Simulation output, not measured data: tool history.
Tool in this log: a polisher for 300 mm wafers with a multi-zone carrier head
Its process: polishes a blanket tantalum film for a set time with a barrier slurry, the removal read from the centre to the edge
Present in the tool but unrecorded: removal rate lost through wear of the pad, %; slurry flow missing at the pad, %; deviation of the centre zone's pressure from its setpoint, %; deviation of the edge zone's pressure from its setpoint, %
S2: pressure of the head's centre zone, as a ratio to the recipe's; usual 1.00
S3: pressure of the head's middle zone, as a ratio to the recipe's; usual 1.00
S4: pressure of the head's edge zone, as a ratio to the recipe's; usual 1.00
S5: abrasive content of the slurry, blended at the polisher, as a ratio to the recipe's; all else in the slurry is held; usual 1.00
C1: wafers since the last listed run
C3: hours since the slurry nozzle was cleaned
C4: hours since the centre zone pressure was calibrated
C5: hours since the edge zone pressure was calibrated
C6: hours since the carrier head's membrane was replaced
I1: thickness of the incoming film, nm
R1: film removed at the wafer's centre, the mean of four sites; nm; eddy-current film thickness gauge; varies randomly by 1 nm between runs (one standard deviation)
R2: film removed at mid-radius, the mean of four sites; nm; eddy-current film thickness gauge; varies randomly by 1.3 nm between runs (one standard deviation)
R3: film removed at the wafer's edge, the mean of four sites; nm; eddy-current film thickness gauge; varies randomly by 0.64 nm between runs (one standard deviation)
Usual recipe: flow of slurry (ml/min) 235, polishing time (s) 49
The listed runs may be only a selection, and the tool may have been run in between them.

{"run": 1, "hour": 0.0, "flow of slurry (ml/min)": 235, "S2": 1.0, "S3": 1.0, "S4": 0.97, "S5": 1.0, "polishing time (s)": 49, "C1": 0, "wafers polished on this pad": 3467, "C3": 518.1, "C4": 190.7, "C5": 134.2, "C6": 1084.6, "I1": 263.3, "R1": 105.3, "R2": 98.2, "R3": 95.6}
{"run": 2, "hour": 38.8, "flow of slurry (ml/min)": 235, "S2": 1.0, "S3": 1.0, "S4": 1.0, "S5": 1.0, "polishing time (s)": 49, "C1": 297, "wafers polished on this pad": 3764, "C3": 556.9, "C4": 229.5, "C5": 173.0, "C6": 1123.4, "I1": 262.3, "R1": 105.6, "R2": 96.5, "R3": 97.2}
{"hour": 65.8, "done": "worn pad replaced by a new one"}
{"run": 3, "hour": 93.1, "flow of slurry (ml/min)": 235, "S2": 1.0, "S3": 1.0, "S4": 1.0, "S5": 1.0, "polishing time (s)": 49, "C1": 385, "wafers polished on this pad": 209, "C3": 611.2, "C4": 283.8, "C5": 227.3, "C6": 1177.7, "I1": 257.4, "R1": 103.5, "R2": 97.4, "R3": 95.6}
{"run": 4, "hour": 174.5, "flow of slurry (ml/min)": 235, "S2": 1.0, "S3": 1.0, "S4": 0.93, "S5": 1.0, "polishing time (s)": 59, "C1": 623, "wafers polished on this pad": 832, "C3": 692.6, "C4": 365.2, "C5": 308.7, "C6": 1259.1, "I1": 260.4, "R1": 123.3, "R2": 115.9, "R3": 114.4}
{"hour": 238.8, "done": "slurry nozzle cleaned"}
{"hour": 254.4, "done": "carrier head's membrane replaced by a new one"}
{"run": 5, "hour": 276.9, "flow of slurry (ml/min)": 235, "S2": 1.0, "S3": 1.0, "S4": 1.0, "S5": 1.0, "polishing time (s)": 65, "C1": 738, "wafers polished on this pad": 1570, "C3": 38.1, "C4": 467.6, "C5": 411.1, "C6": 22.5, "I1": 258.6, "R1": 138.0, "R2": 129.8, "R3": 128.5}
{"hour": 299.7, "done": "centre zone pressure recalibrated, repeated, since the last time left the tool worse"}
{"run": 6, "hour": 314.3, "flow of slurry (ml/min)": 235, "S2": 1.0, "S3": 1.0, "S4": 1.0, "S5": 1.0, "polishing time (s)": 49, "C1": 271, "wafers polished on this pad": 1841, "C3": 75.5, "C4": 14.6, "C5": 448.5, "C6": 59.9, "I1": 258.3, "R1": 97.1, "R2": 99.5, "R3": 97.0}
{"hour": 328.6, "done": "edge zone pressure recalibrated"}
{"run": 7, "hour": 403.4, "flow of slurry (ml/min)": 235, "S2": 1.0, "S3": 1.0, "S4": 0.94, "S5": 1.0, "polishing time (s)": 49, "C1": 666, "wafers polished on this pad": 2508, "C3": 164.6, "C4": 103.7, "C5": 74.8, "C6": 149.0, "I1": 259.8, "R1": 94.2, "R2": 97.4, "R3": 94.0}
{"run": 8, "hour": 473.5, "flow of slurry (ml/min)": 235, "S2": 1.0, "S3": 1.0, "S4": 1.0, "S5": 1.0, "polishing time (s)": 49, "C1": 536, "wafers polished on this pad": 3045, "C3": 234.7, "C4": 173.8, "C5": 144.9, "C6": 219.1, "I1": 258.4, "R1": 94.3, "R2": 95.8, "R3": 96.9}
{"run": 9, "hour": 549.6, "flow of slurry (ml/min)": 235, "S2": 1.0, "S3": 1.0, "S4": 1.1, "S5": 1.0, "polishing time (s)": 49, "C1": 582, "wafers polished on this pad": 3628, "C3": 310.8, "C4": 249.9, "C5": 221.0, "C6": 295.2, "I1": 255.4, "R1": 92.8, "R2": 99.8, "R3": 100.4}
{"run": 10, "hour": 593.3, "flow of slurry (ml/min)": 235, "S2": 1.0, "S3": 1.0, "S4": 1.0, "S5": 1.0, "polishing time (s)": 49, "C1": 334, "wafers polished on this pad": 3963, "C3": 354.5, "C4": 293.6, "C5": 264.7, "C6": 338.9, "I1": 257.3, "R1": 93.6, "R2": 97.1, "R3": 97.1}
{"hour": 612.7, "done": "worn pad replaced by a new one"}
{"run": 11, "hour": 646.2, "flow of slurry (ml/min)": 235, "S2": 0.96, "S3": 1.0, "S4": 1.0, "S5": 1.0, "polishing time (s)": 49, "C1": 374, "wafers polished on this pad": 256, "C3": 407.4, "C4": 346.5, "C5": 317.6, "C6": 391.8, "I1": 263.5, "R1": 90.1, "R2": 97.2, "R3": 95.6}
{"run": 12, "hour": 748.0, "flow of slurry (ml/min)": 165, "S2": 1.0, "S3": 1.0, "S4": 1.0, "S5": 1.0, "polishing time (s)": 49, "C1": 779, "wafers polished on this pad": 1036, "C3": 509.2, "C4": 448.3, "C5": 419.4, "C6": 493.6, "I1": 255.7, "R1": 85.9, "R2": 92.9, "R3": 94.4}
{"run": 13, "hour": 790.6, "flow of slurry (ml/min)": 210, "S2": 1.0, "S3": 1.0, "S4": 0.96, "S5": 1.25, "polishing time (s)": 64, "C1": 326, "wafers polished on this pad": 1362, "C3": 551.8, "C4": 490.9, "C5": 462.0, "C6": 536.2, "I1": 257.2, "R1": 126.0, "R2": 136.1, "R3": 132.0}
{"run": 14, "hour": 872.6, "flow of slurry (ml/min)": 235, "S2": 1.0, "S3": 1.0, "S4": 1.0, "S5": 1.0, "polishing time (s)": 49, "C1": 627, "wafers polished on this pad": 1990, "C3": 633.8, "C4": 572.9, "C5": 544.0, "C6": 618.2, "I1": 261.3, "R1": 91.9, "R2": 97.0, "R3": 97.8}
{"hour": 878.2, "done": "slurry nozzle cleaned"}
{"hour": 917.4, "done": "edge zone pressure recalibrated"}
{"run": 15, "hour": 966.5, "flow of slurry (ml/min)": 235, "S2": 1.0, "S3": 1.0, "S4": 1.11, "S5": 0.75, "polishing time (s)": 60, "C1": 696, "wafers polished on this pad": 2686, "C3": 88.3, "C4": 666.8, "C5": 49.1, "C6": 712.1, "I1": 260.8, "R1": 103.2, "R2": 104.5, "R3": 111.8}
{"hour": 1022.8, "done": "centre zone pressure recalibrated"}
{"run": 16, "hour": 1070.1, "flow of slurry (ml/min)": 235, "S2": 1.07, "S3": 1.0, "S4": 1.0, "S5": 1.0, "polishing time (s)": 49, "C1": 777, "wafers polished on this pad": 3464, "C3": 191.9, "C4": 47.3, "C5": 152.7, "C6": 815.7, "I1": 259.3, "R1": 102.7, "R2": 94.9, "R3": 96.8}
{"run": 17, "hour": 1107.7, "flow of slurry (ml/min)": 235, "S2": 0.9, "S3": 1.0, "S4": 1.0, "S5": 1.0, "polishing time (s)": 49, "C1": 287, "wafers polished on this pad": 3752, "C3": 229.5, "C4": 84.9, "C5": 190.3, "C6": 853.3, "I1": 262.4, "R1": 89.0, "R2": 97.8, "R3": 96.0}
{"hour": 1161.1, "done": "worn pad replaced by a new one"}
{"run": 18, "hour": 1410.2, "flow of slurry (ml/min)": 235, "S2": 1.0, "S3": 0.89, "S4": 1.0, "S5": 1.0, "polishing time (s)": 49, "C1": 2285, "wafers polished on this pad": 1907, "C3": 532.0, "C4": 387.4, "C5": 492.8, "C6": 1155.8, "I1": 258.0, "R1": 94.4, "R2": 89.7, "R3": 96.7}
{"hour": 1462.2, "done": "edge zone pressure recalibrated"}
{"run": 19, "hour": 1467.7, "flow of slurry (ml/min)": 205, "S2": 0.93, "S3": 1.0, "S4": 1.0, "S5": 1.0, "polishing time (s)": 58, "C1": 424, "wafers polished on this pad": 2332, "C3": 589.5, "C4": 444.9, "C5": 5.5, "C6": 1213.3, "I1": 260.1, "R1": 102.3, "R2": 114.4, "R3": 113.5}
{"hour": 1513.6, "done": "slurry nozzle cleaned"}
{"run": 20, "hour": 1553.6, "flow of slurry (ml/min)": 235, "S2": 1.09, "S3": 1.0, "S4": 1.0, "S5": 1.0, "polishing time (s)": 49, "C1": 650, "wafers polished on this pad": 2982, "C3": 40.0, "C4": 530.8, "C5": 91.4, "C6": 1299.2, "I1": 261.8, "R1": 100.8, "R2": 98.7, "R3": 97.8}

Each row is a separate what-if for the run after 20, all from the same tool condition, not one after another. Results?
{"run": "A", "hour": 1554.0, "flow of slurry (ml/min)": 235, "S2": 1.0, "S3": 1.0, "S4": 1.07, "S5": 1.0, "polishing time (s)": 49, "C1": 3, "wafers polished on this pad": 2985, "C3": 40.4, "C4": 531.2, "C5": 91.8, "C6": 1299.6, "I1": 254.7, "R1": "?", "R2": "?", "R3": "?"}
{"run": "B", "hour": 1554.0, "flow of slurry (ml/min)": 310, "S2": 1.0, "S3": 1.0, "S4": 1.05, "S5": 1.1, "polishing time (s)": 49, "C1": 3, "wafers polished on this pad": 2985, "C3": 40.4, "C4": 531.2, "C5": 91.8, "C6": 1299.6, "I1": 254.7, "R1": "?", "R2": "?", "R3": "?"}
{"run": "C", "hour": 1554.0, "flow of slurry (ml/min)": 235, "S2": 1.0, "S3": 1.0, "S4": 1.0, "S5": 1.15, "polishing time (s)": 65, "C1": 3, "wafers polished on this pad": 2985, "C3": 40.4, "C4": 531.2, "C5": 91.8, "C6": 1299.6, "I1": 254.7, "R1": "?", "R2": "?", "R3": "?"}
{"run": "D", "hour": 1554.0, "flow of slurry (ml/min)": 235, "S2": 1.0, "S3": 1.0, "S4": 1.11, "S5": 1.0, "polishing time (s)": 66, "C1": 3, "wafers polished on this pad": 2985, "C3": 40.4, "C4": 531.2, "C5": 91.8, "C6": 1299.6, "I1": 254.7, "R1": "?", "R2": "?", "R3": "?"}
{"run": "E", "hour": 1554.0, "flow of slurry (ml/min)": 235, "S2": 1.08, "S3": 1.0, "S4": 1.0, "S5": 1.0, "polishing time (s)": 36, "C1": 3, "wafers polished on this pad": 2985, "C3": 40.4, "C4": 531.2, "C5": 91.8, "C6": 1299.6, "I1": 254.7, "R1": "?", "R2": "?", "R3": "?"}

run=A R1=92.6 R2=97.3 R3=101.2
run=B R1=98.6 R2=103.2 R3=105.8
run=C R1=128.2 R2=134.7 R3=136.4
run=D R1=124.8 R2=131.1 R3=138.4
run=E R1=73.2 R2=71.5 R3=72.4
Without the tool's unlogged condition, the same runs would have read:
run=A R1=97.3 R2=97.3 R3=101.2
run=B R1=103.5 R2=103.2 R3=105.8
run=C R1=134.6 R2=134.7 R3=136.4
run=D R1=131.0 R2=131.0 R3=138.4
run=E R1=76.9 R2=71.5 R3=72.4
